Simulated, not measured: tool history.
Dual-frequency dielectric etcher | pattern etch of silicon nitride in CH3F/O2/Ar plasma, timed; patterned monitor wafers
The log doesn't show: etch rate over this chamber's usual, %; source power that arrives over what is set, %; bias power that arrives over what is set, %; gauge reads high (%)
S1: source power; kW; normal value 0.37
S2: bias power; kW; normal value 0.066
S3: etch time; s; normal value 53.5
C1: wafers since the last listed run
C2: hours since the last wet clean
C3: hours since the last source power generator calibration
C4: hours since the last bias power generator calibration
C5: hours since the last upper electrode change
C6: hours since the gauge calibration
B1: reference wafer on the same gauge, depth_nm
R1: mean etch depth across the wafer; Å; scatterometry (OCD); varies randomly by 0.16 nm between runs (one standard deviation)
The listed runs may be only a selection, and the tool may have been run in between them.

| run | hour | S1 | S2 | S3 | C1 | C2 | C3 | C4 | C5 | C6 | B1 | R1 |
|---|---|---|---|---|---|---|---|---|---|---|---|---|
| 1 | 0 | 0.34 | 0.066 | 53.5 | 0 | 127.7 | 4363.5 | 3275.7 | 2286.2 | 1780.9 | 40.8 | 376.8 |
| 2 | 80 | 0.34 | 0.066 | 53.5 | 1119 | 207.7 | 4443.5 | 3355.7 | 2366.2 | 1860.9 | 40.81 | 375.9 |
| 3 | 185 | 0.37 | 0.066 | 53.5 | 1469 | 312.7 | 4548.5 | 3460.7 | 2471.2 | 1965.9 | 40.8 | 390.1 |
| 4 | 312.4 | 0.42 | 0.075 | 53.5 | 1783 | 440.1 | 4675.9 | 3588.1 | 2598.6 | 2093.3 | 40.73 | 434.5 |
|  | 356.3 | bias power generator calibrated |
| 5 | 384.1 | 0.42 | 0.075 | 53.5 | 947 | 511.8 | 4747.6 | 27.8 | 2670.3 | 2165 | 40.78 | 437.4 |
| 6 | 439.2 | 0.42 | 0.075 | 53.5 | 771 | 566.9 | 4802.7 | 82.9 | 2725.4 | 2220.1 | 40.78 | 434.1 |
| 7 | 485.5 | 0.37 | 0.066 | 53.5 | 648 | 613.2 | 4849 | 129.2 | 2771.7 | 2266.4 | 40.76 | 396.7 |
| 8 | 555.8 | 0.37 | 0.066 | 53.5 | 984 | 683.5 | 4919.3 | 199.5 | 2842 | 2336.7 | 40.8 | 404.1 |
|  | 596.7 | wet clean of the chamber |
| 9 | 610.3 | 0.29 | 0.051 | 48.5 | 426 | 13.6 | 4973.8 | 254 | 2896.5 | 2391.2 | 40.76 | 280 |
| 10 | 662 | 0.37 | 0.066 | 53.5 | 723 | 65.3 | 5025.5 | 305.7 | 2948.2 | 2442.9 | 40.88 | 381.9 |
|  | 684.3 | gauge calibrated |
| 11 | 758.5 | 0.29 | 0.059 | 47 | 1350 | 161.8 | 5122 | 402.2 | 3044.7 | 74.2 | 40.69 | 299.2 |
| 12 | 869.4 | 0.37 | 0.066 | 53.5 | 1552 | 272.7 | 5232.9 | 513.1 | 3155.6 | 185.1 | 40.85 | 387.6 |
|  | 906.1 | upper electrode replaced |
|  | 948.6 | source power generator calibrated |
| 13 | 961.9 | 0.4 | 0.066 | 53.5 | 902 | 365.2 | 13.3 | 605.6 | 55.8 | 277.6 | 40.84 | 399.9 |
| 14 | 998.3 | 0.37 | 0.077 | 53.5 | 509 | 401.6 | 49.7 | 642 | 92.2 | 314 | 40.76 | 419.7 |
| 15 | 1075.8 | 0.37 | 0.066 | 44 | 1084 | 479.1 | 127.2 | 719.5 | 169.7 | 391.5 | 40.87 | 323.3 |
| 16 | 1116.8 | 0.33 | 0.07 | 49 | 573 | 520.1 | 168.2 | 760.5 | 210.7 | 432.5 | 40.88 | 361 |
| 17 | 1180 | 0.32 | 0.073 | 48.5 | 884 | 583.3 | 231.4 | 823.7 | 273.9 | 495.7 | 40.75 | 359.1 |
|  | 1211 | wet clean of the chamber |
| 18 | 1249.3 | 0.29 | 0.082 | 49 | 634 | 38.3 | 300.7 | 893 | 343.2 | 565 | 40.74 | 357.8 |
| 19 | 1286.9 | 0.33 | 0.066 | 53.5 | 526 | 75.9 | 338.3 | 930.6 | 380.8 | 602.6 | 40.82 | 368.9 |
| 20 | 1388.5 | 0.29 | 0.066 | 59.5 | 1422 | 177.5 | 439.9 | 1032.2 | 482.4 | 704.2 | 40.79 | 396.1 |
| 21 | 1426.5 | 0.37 | 0.075 | 53.5 | 531 | 215.5 | 477.9 | 1070.2 | 520.4 | 742.2 | 40.83 | 411.5 |
| 22 | 1533.6 | 0.42 | 0.079 | 65 | 1499 | 322.6 | 585 | 1177.3 | 627.5 | 849.3 | 40.78 | 531.8 |
| 23 | 1625.7 | 0.41 | 0.066 | 40.5 | 1289 | 414.7 | 677.1 | 1269.4 | 719.6 | 941.4 | 40.84 | 308.5 |
| 24 | 1674 | 0.28 | 0.066 | 41 | 676 | 463 | 725.4 | 1317.7 | 767.9 | 989.7 | 40.85 | 276.8 |
| 25 | 1779.3 | 0.43 | 0.066 | 53.5 | 1474 | 568.3 | 830.7 | 1423 | 873.2 | 1095 | 40.72 | 419.9 |
|  | 1807.2 | wet clean of the chamber |
| 26 | 1824 | 0.45 | 0.066 | 67.5 | 289 | 16.8 | 875.4 | 1467.7 | 917.9 | 1139.7 | 40.79 | 514.4 |
| 27 | 1901.6 | 0.37 | 0.066 | 53.5 | 1086 | 94.4 | 953 | 1545.3 | 995.5 | 1217.3 | 40.86 | 384.8 |
| 28 | 1962.1 | 0.37 | 0.057 | 41.5 | 846 | 154.9 | 1013.5 | 1605.8 | 1056 | 1277.8 | 40.69 | 279.4 |
| 29 | 2015.7 | 0.37 | 0.066 | 53.5 | 750 | 208.5 | 1067.1 | 1659.4 | 1109.6 | 1331.4 | 40.74 | 385.6 |

Each row is a separate what-if for the run after 29, all from the same tool condition, not one after another. Results?
| A | 2016.1 | 0.37 | 0.076 | 53.5 | 5 | 208.9 | 1067.5 | 1659.8 | 1110 | 1331.8 | ? | ? |
| B | 2016.1 | 0.41 | 0.06 | 58 | 5 | 208.9 | 1067.5 | 1659.8 | 1110 | 1331.8 | ? | ? |
| C | 2016.1 | 0.46 | 0.06 | 59.5 | 5 | 208.9 | 1067.5 | 1659.8 | 1110 | 1331.8 | ? | ? |
| D | 2016.1 | 0.37 | 0.066 | 59 | 5 | 208.9 | 1067.5 | 1659.8 | 1110 | 1331.8 | ? | ? |
| E | 2016.1 | 0.32 | 0.066 | 53.5 | 5 | 208.9 | 1067.5 | 1659.8 | 1110 | 1331.8 | ? | ? |

| run | B1 | R1 |
|---|---|---|
| A | 40.87 | 411.4 |
| B | 40.87 | 415 |
| C | 40.87 | 442.9 |
| D | 40.87 | 425.7 |
| E | 40.87 | 368.1 |
Take away the tool's hidden state, keep each run's random variation, and the runs would have read:
| run | R1 |
|---|---|
| A | 405.7 |
| B | 409.3 |
| C | 436.9 |
| D | 419.9 |
| E | 363 |

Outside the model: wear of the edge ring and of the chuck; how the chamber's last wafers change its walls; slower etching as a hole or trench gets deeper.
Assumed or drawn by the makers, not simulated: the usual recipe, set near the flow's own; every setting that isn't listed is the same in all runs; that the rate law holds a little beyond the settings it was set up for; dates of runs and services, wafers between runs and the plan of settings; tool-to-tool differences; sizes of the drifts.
